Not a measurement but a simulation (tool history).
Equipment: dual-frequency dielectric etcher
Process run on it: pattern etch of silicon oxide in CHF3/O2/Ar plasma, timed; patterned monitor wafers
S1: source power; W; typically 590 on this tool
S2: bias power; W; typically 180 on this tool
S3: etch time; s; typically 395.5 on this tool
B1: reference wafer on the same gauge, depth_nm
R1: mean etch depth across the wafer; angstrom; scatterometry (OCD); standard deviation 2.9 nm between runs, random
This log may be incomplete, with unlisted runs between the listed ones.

run 1 day=0 | S1=490 S2=180 S3=395.5 | B1=653.1 | R1=7475
run 2 day=0.946 | S1=490 S2=180 S3=395.5 | B1=652.3 | R1=7503
run 3 day=1.954 | S1=490 S2=180 S3=395.5 | B1=652.4 | R1=7503
run 4 day=2.483 | S1=590 S2=180 S3=395.5 | B1=651.7 | R1=7744
run 5 day=3.962 | S1=590 S2=180 S3=395.5 | B1=652.1 | R1=7813
run 6 day=5.338 | S1=480 S2=180 S3=395.5 | B1=651 | R1=7392
run 7 day=6.733 | S1=480 S2=180 S3=395.5 | B1=652 | R1=7326
-- day=7.562 bias power generator calibrated
-- day=8.138 upper electrode replaced
run 8 day=8.158 | S1=480 S2=180 S3=395.5 | B1=652.2 | R1=7343
run 9 day=8.179 | S1=590 S2=197 S3=395.5 | B1=651.7 | R1=7973
run 10 day=8.988 | S1=590 S2=197 S3=395.5 | B1=651.6 | R1=7935
run 11 day=9.725 | S1=590 S2=180 S3=395.5 | B1=651.7 | R1=7708
run 12 day=11.158 | S1=590 S2=180 S3=395.5 | B1=652.3 | R1=7676
run 13 day=12.35 | S1=590 S2=180 S3=395.5 | B1=651.1 | R1=7662
-- day=13.033 gauge calibrated
run 14 day=13.454 | S1=590 S2=212 S3=395.5 | B1=652.2 | R1=8053
run 15 day=14.271 | S1=590 S2=158 S3=484 | B1=651 | R1=9027
run 16 day=16.204 | S1=460 S2=159 S3=458 | B1=652 | R1=8095
run 17 day=17.496 | S1=590 S2=180 S3=432 | B1=652.9 | R1=8329
run 18 day=18.1 | S1=590 S2=180 S3=395.5 | B1=651.4 | R1=7673
run 19 day=18.742 | S1=590 S2=180 S3=395.5 | B1=652.2 | R1=7598
run 20 day=20.004 | S1=590 S2=140 S3=470.5 | B1=652.3 | R1=8410
-- day=21.812 wet clean of the chamber
run 21 day=21.833 | S1=590 S2=180 S3=395.5 | B1=652.2 | R1=7863
run 22 day=22.129 | S1=590 S2=180 S3=395.5 | B1=651.9 | R1=7883
-- day=22.454 source power generator calibrated
run 23 day=23.054 | S1=590 S2=158 S3=446.5 | B1=652.4 | R1=8581
run 24 day=24.079 | S1=540 S2=193 S3=440 | B1=652.6 | R1=8751
run 25 day=24.833 | S1=590 S2=180 S3=395.5 | B1=652.3 | R1=7875
run 26 day=25.525 | S1=530 S2=147 S3=464 | B1=651.7 | R1=8516
run 27 day=26.596 | S1=590 S2=208 S3=395.5 | B1=651.6 | R1=8184
run 28 day=28.404 | S1=700 S2=193 S3=395.5 | B1=652.4 | R1=8287
run 29 day=29.183 | S1=670 S2=156 S3=496.5 | B1=651.1 | R1=9707
run 30 day=29.75 | S1=740 S2=180 S3=295 | B1=651.6 | R1=6209

State the hidden condition of the tool at each of the runs:
source power that arrives over what is set, %: 0 at every run
bias power that arrives over what is set, %: 0 at every run
gauge reads high (%): 0 at every run
H1: etch rate over this chamber's usual, %
run=1 H1=-0.789
run=2 H1=-0.923
run=3 H1=-1.06
run=4 H1=-1.14
run=5 H1=-1.35
run=6 H1=-1.54
run=7 H1=-1.74
run=8 H1=-1.94
run=9 H1=-1.94
run=10 H1=-2.06
run=11 H1=-2.16
run=12 H1=-2.36
run=13 H1=-2.53
run=14 H1=-2.68
run=15 H1=-2.8
run=16 H1=-3.07
run=17 H1=-3.25
run=18 H1=-3.34
run=19 H1=-3.43
run=20 H1=-3.61
run=21 H1=0.128
run=22 H1=0.0864
run=23 H1=-0.0439
run=24 H1=-0.188
run=25 H1=-0.294
run=26 H1=-0.392
run=27 H1=-0.543
run=28 H1=-0.797
run=29 H1=-0.907
run=30 H1=-0.987
